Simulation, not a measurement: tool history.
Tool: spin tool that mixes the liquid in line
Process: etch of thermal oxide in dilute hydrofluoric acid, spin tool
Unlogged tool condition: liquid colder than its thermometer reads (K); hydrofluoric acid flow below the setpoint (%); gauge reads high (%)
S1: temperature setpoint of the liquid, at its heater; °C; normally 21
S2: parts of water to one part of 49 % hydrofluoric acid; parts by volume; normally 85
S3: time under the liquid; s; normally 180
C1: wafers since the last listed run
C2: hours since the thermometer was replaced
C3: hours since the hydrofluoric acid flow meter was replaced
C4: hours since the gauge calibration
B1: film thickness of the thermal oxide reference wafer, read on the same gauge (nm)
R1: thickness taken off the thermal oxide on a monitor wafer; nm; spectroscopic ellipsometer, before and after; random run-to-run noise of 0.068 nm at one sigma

run 1 day=0 | S1=21 S2=85 S3=180 | C1=0 C2=650.1 C3=633.6 C4=477.5 | B1=51.34 | R1=9.14
run 2 day=1.883 | S1=24.5 S2=85 S3=180 | C1=368 C2=695.3 C3=678.8 C4=522.7 | B1=51.36 | R1=10.35
run 3 day=4.808 | S1=24.5 S2=85 S3=180 | C1=571 C2=765.5 C3=749 C4=592.9 | B1=51.44 | R1=10.52
run 4 day=7.188 | S1=24.5 S2=85 S3=180 | C1=464 C2=822.6 C3=806.1 C4=650 | B1=51.49 | R1=10.51
run 5 day=9.783 | S1=21 S2=85 S3=180 | C1=507 C2=884.9 C3=868.4 C4=712.3 | B1=51.51 | R1=8.99
run 6 day=12.596 | S1=21 S2=85 S3=180 | C1=549 C2=952.4 C3=935.9 C4=779.8 | B1=51.56 | R1=9.1
run 7 day=14.571 | S1=21 S2=85 S3=180 | C1=385 C2=999.8 C3=983.3 C4=827.2 | B1=51.58 | R1=9.14
run 8 day=17.438 | S1=21 S2=85 S3=180 | C1=560 C2=1068.6 C3=1052.1 C4=896 | B1=51.58 | R1=9.1
run 9 day=18.654 | S1=21 S2=85 S3=180 | C1=237 C2=1097.8 C3=1081.3 C4=925.2 | B1=51.59 | R1=9.19
run 10 day=21.525 | S1=21 S2=85 S3=155 | C1=561 C2=1166.7 C3=1150.2 C4=994.1 | B1=51.61 | R1=7.96
run 11 day=23.312 | S1=21 S2=85 S3=155 | C1=349 C2=1209.6 C3=1193.1 C4=1037 | B1=51.6 | R1=7.9
run 12 day=25.996 | S1=21 S2=85 S3=180 | C1=524 C2=1274 C3=1257.5 C4=1101.4 | B1=51.62 | R1=9.14
-- day=26.842 gauge calibrated
run 13 day=27.304 | S1=21 S2=85 S3=180 | C1=255 C2=1305.4 C3=1288.9 C4=11.1 | B1=50.04 | R1=8.89
run 14 day=28.667 | S1=21 S2=85 S3=180 | C1=266 C2=1338.1 C3=1321.6 C4=43.8 | B1=50.21 | R1=8.96
run 15 day=30.258 | S1=24.5 S2=65 S3=210 | C1=311 C2=1376.3 C3=1359.8 C4=82 | B1=50.42 | R1=16.23
run 16 day=31.758 | S1=21 S2=85 S3=180 | C1=293 C2=1412.3 C3=1395.8 C4=118 | B1=50.6 | R1=8.99
run 17 day=33.354 | S1=21 S2=85 S3=180 | C1=311 C2=1450.6 C3=1434.1 C4=156.3 | B1=50.71 | R1=8.93
run 18 day=35.642 | S1=17 S2=85 S3=70 | C1=447 C2=1505.5 C3=1489 C4=211.2 | B1=50.9 | R1=2.97
run 19 day=36.933 | S1=21 S2=85 S3=95 | C1=252 C2=1536.5 C3=1520 C4=242.2 | B1=50.95 | R1=4.72
run 20 day=38.304 | S1=23 S2=85 S3=180 | C1=267 C2=1569.4 C3=1552.9 C4=275.1 | B1=51.06 | R1=9.81
-- day=38.496 thermometer replaced
run 21 day=40.196 | S1=25.5 S2=85 S3=180 | C1=361 C2=40.8 C3=1598.3 C4=320.5 | B1=51.18 | R1=10.75
-- day=40.438 hydrofluoric acid flow meter replaced
run 22 day=42.808 | S1=25.5 S2=85 S3=260 | C1=502 C2=103.5 C3=56.9 C4=383.2 | B1=51.21 | R1=15.78
run 23 day=45.067 | S1=21 S2=85 S3=180 | C1=441 C2=157.7 C3=111.1 C4=437.4 | B1=51.36 | R1=9.15
run 24 day=48.904 | S1=18 S2=85 S3=180 | C1=750 C2=249.8 C3=203.2 C4=529.5 | B1=51.45 | R1=8.03
run 25 day=50.833 | S1=17 S2=85 S3=70 | C1=377 C2=296.1 C3=249.5 C4=575.8 | B1=51.48 | R1=3

What will run 26 give?
run 26 day=53.025 | S1=21 S2=85 S3=250 | C1=428 C2=348.7 C3=302.1 C4=628.4 | B1=? | R1=?

B1: 51.56
R1: 12.87 nm
If the tool had no hidden condition, the same run with the same run-to-run variation would have returned R1 12.49 nm.

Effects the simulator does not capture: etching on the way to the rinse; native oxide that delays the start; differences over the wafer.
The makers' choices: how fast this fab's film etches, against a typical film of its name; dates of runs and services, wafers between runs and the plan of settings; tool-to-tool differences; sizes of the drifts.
